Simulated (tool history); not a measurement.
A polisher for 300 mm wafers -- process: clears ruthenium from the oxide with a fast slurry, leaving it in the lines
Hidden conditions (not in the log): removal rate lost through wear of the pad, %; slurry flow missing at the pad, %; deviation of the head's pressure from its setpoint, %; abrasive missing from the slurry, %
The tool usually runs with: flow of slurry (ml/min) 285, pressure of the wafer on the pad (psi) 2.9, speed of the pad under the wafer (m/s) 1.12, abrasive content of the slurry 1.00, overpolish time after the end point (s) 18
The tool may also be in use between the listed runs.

run,day,flow of slurry (ml/min),pressure of the wafer on the pad (psi),speed of the pad under the wafer (m/s),abrasive content of the slurry,overpolish time after the end point (s),wafers since the last listed run,wafers polished on this pad,hours since the slurry nozzle was cleaned,hours since the head pressure was calibrated,hours since the slurry blender was calibrated,"incoming thickness of the incoming film, nm",time until the end point was called (s),dishing of a wide line in a test structure (Å)
1,0.000,285,2.9,1.12,1.00,18,0,348,382.2,589.6,153.2,177.5,36.5,577
2,0.667,285,2.9,1.12,1.00,18,203,552,398.2,605.6,169.2,181.5,37.9,549
3,1.179,285,2.9,1.12,1.00,18,156,708,410.5,617.9,181.5,179.8,37.9,564
# day 1.433: worn pad replaced by a new one
4,1.688,285,2.9,1.12,1.00,18,104,77,422.7,630.1,193.7,181.7,35.5,605
5,1.996,285,2.9,1.12,1.00,18,94,171,430.1,637.5,201.1,183.1,37.3,578
6,2.346,285,2.9,1.12,1.00,18,106,278,438.5,645.9,209.5,177.7,36.6,570
7,3.042,285,2.6,1.12,1.00,18,212,491,455.2,662.6,226.2,180.8,42.3,524
8,3.550,285,2.6,1.12,1.00,18,155,646,467.4,674.8,238.4,182.8,42.6,509
# day 4.112: worn pad replaced by a new one
9,4.133,285,2.6,1.12,1.00,18,127,6,481.4,688.8,252.4,179.7,38.1,562
10,4.379,285,2.9,1.00,1.00,18,75,81,487.3,694.7,258.3,179.3,38.9,545
# day 4.612: head pressure recalibrated
11,4.933,285,2.9,1.00,1.00,18,143,225,500.6,7.7,271.6,178.9,41.3,536
12,5.362,285,2.9,1.00,1.00,18,131,356,510.9,18.0,281.9,181.4,42.6,526
13,5.962,285,2.9,1.12,1.10,18,183,539,525.3,32.4,296.3,178.9,36.8,570
# day 6.542: worn pad replaced by a new one
14,6.650,375,2.9,1.12,1.00,25,159,32,541.8,48.9,312.8,178.6,34.0,739
# day 7.112: slurry nozzle cleaned
15,7.133,285,2.9,1.12,1.30,24,134,167,0.5,60.5,324.4,181.9,33.0,735
16,7.733,325,2.9,1.12,1.00,25,183,351,14.9,74.9,338.8,179.3,38.4,697
17,8.267,285,2.9,1.12,1.00,24,162,513,27.7,87.7,351.6,180.3,40.1,694
18,8.654,310,2.9,1.48,1.25,29,118,632,37.0,97.0,360.9,177.4,26.5,880
# day 9.258: worn pad replaced by a new one
19,9.325,285,2.9,1.38,1.00,18,154,20,53.1,113.1,377.0,178.6,29.0,659
# day 9.729: slurry blender recalibrated
20,9.846,375,3.6,1.12,1.10,18,133,153,65.6,125.6,2.8,181.8,27.5,704
21,10.542,285,2.2,1.34,1.00,18,212,366,82.3,142.3,19.5,181.3,39.8,547
22,11.029,285,2.9,1.12,1.00,18,148,515,94.0,154.0,31.2,179.5,38.0,565
# day 11.746: worn pad replaced by a new one
23,11.767,285,2.9,1.12,1.00,18,174,6,111.7,171.7,48.9,177.7,33.4,616
24,12.300,285,2.9,1.12,1.00,18,162,169,124.5,184.5,61.7,176.6,34.6,578

Predict each of these 4 candidate next runs independently; none follows another, all start after run 24:
A,12.317,285,2.9,1.12,1.00,22,5,174,124.9,184.9,62.1,183.1,?,?
B,12.317,235,2.2,1.12,0.80,10,5,174,124.9,184.9,62.1,183.1,?,?
C,12.317,255,2.9,1.12,1.00,18,5,174,124.9,184.9,62.1,183.1,?,?
D,12.317,285,3.2,1.12,1.25,18,5,174,124.9,184.9,62.1,183.1,?,?

run,time until the end point was called (s),dishing of a wide line in a test structure (Å)
A,35.7,657
B,53.1,262
C,36.1,570
D,29.4,654
With no hidden state in the tool, these same runs would have given:
run,time until the end point was called (s),dishing of a wide line in a test structure (Å)
A,33.1,688
B,49.2,280
C,33.5,600
D,27.3,684

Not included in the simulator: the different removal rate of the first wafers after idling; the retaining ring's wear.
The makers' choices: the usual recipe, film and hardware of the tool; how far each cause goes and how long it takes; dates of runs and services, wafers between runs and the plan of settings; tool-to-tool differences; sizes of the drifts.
